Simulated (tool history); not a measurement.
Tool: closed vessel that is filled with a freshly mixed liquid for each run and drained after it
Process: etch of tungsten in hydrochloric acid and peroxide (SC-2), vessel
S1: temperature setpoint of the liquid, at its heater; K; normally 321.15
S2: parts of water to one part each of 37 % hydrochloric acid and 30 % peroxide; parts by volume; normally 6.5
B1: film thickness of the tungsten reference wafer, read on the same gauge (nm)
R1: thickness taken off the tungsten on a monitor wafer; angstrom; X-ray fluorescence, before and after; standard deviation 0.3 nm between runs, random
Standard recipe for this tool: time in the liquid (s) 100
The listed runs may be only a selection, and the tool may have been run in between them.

{"run": 1, "day": 0.0, "S1": 321.15, "S2": 6.5, "time in the liquid (s)": 100, "B1": 70.0, "R1": 328.1}
{"run": 2, "day": 2.262, "S1": 321.15, "S2": 6.5, "time in the liquid (s)": 100, "B1": 70.0, "R1": 324.5}
{"run": 3, "day": 4.033, "S1": 321.15, "S2": 6.5, "time in the liquid (s)": 100, "B1": 69.99, "R1": 329.1}
{"run": 4, "day": 5.992, "S1": 321.15, "S2": 6.5, "time in the liquid (s)": 100, "B1": 69.99, "R1": 327.3}
{"run": 5, "day": 7.338, "S1": 321.15, "S2": 6.5, "time in the liquid (s)": 100, "B1": 70.03, "R1": 324.9}
{"run": 6, "day": 8.35, "S1": 321.15, "S2": 4.5, "time in the liquid (s)": 100, "B1": 69.95, "R1": 436.9}
{"run": 7, "day": 10.3, "S1": 321.15, "S2": 6.5, "time in the liquid (s)": 140, "B1": 70.0, "R1": 454.5}
{"run": 8, "day": 12.275, "S1": 321.15, "S2": 6.5, "time in the liquid (s)": 140, "B1": 70.0, "R1": 458.4}
{"run": 9, "day": 14.046, "S1": 312.65, "S2": 6.5, "time in the liquid (s)": 160, "B1": 69.98, "R1": 290.8}
{"run": 10, "day": 16.812, "S1": 321.15, "S2": 5.0, "time in the liquid (s)": 120, "B1": 69.97, "R1": 468.5}
{"run": 11, "day": 19.5, "S1": 326.15, "S2": 5.0, "time in the liquid (s)": 100, "B1": 69.99, "R1": 546.0}
{"run": 12, "day": 21.108, "S1": 317.15, "S2": 6.5, "time in the liquid (s)": 120, "B1": 70.02, "R1": 295.9}
{"run": 13, "day": 22.725, "S1": 316.65, "S2": 6.5, "time in the liquid (s)": 100, "B1": 69.98, "R1": 237.8}
{"run": 14, "day": 23.746, "S1": 314.65, "S2": 6.5, "time in the liquid (s)": 100, "B1": 70.0, "R1": 209.3}
{"run": 15, "day": 25.538, "S1": 321.15, "S2": 6.5, "time in the liquid (s)": 100, "B1": 70.0, "R1": 326.2}
{"run": 16, "day": 28.508, "S1": 321.15, "S2": 6.5, "time in the liquid (s)": 140, "B1": 70.01, "R1": 463.1}

Taken out of this log: 4 entries between the listed runs. Where each belongs, and how the hidden state differs across it:
After run 7, before run 8: thermometer replaced (day 10.500)
  no difference in the tool's unlogged condition between these two runs
After run 9, before run 10: new drum of peroxide connected (day 15.192)
  no difference in the tool's unlogged condition between these two runs
After run 10, before run 11: gauge calibrated (day 17.121); chemicals flow meter replaced (day 17.279)
  no difference in the tool's unlogged condition between these two runs

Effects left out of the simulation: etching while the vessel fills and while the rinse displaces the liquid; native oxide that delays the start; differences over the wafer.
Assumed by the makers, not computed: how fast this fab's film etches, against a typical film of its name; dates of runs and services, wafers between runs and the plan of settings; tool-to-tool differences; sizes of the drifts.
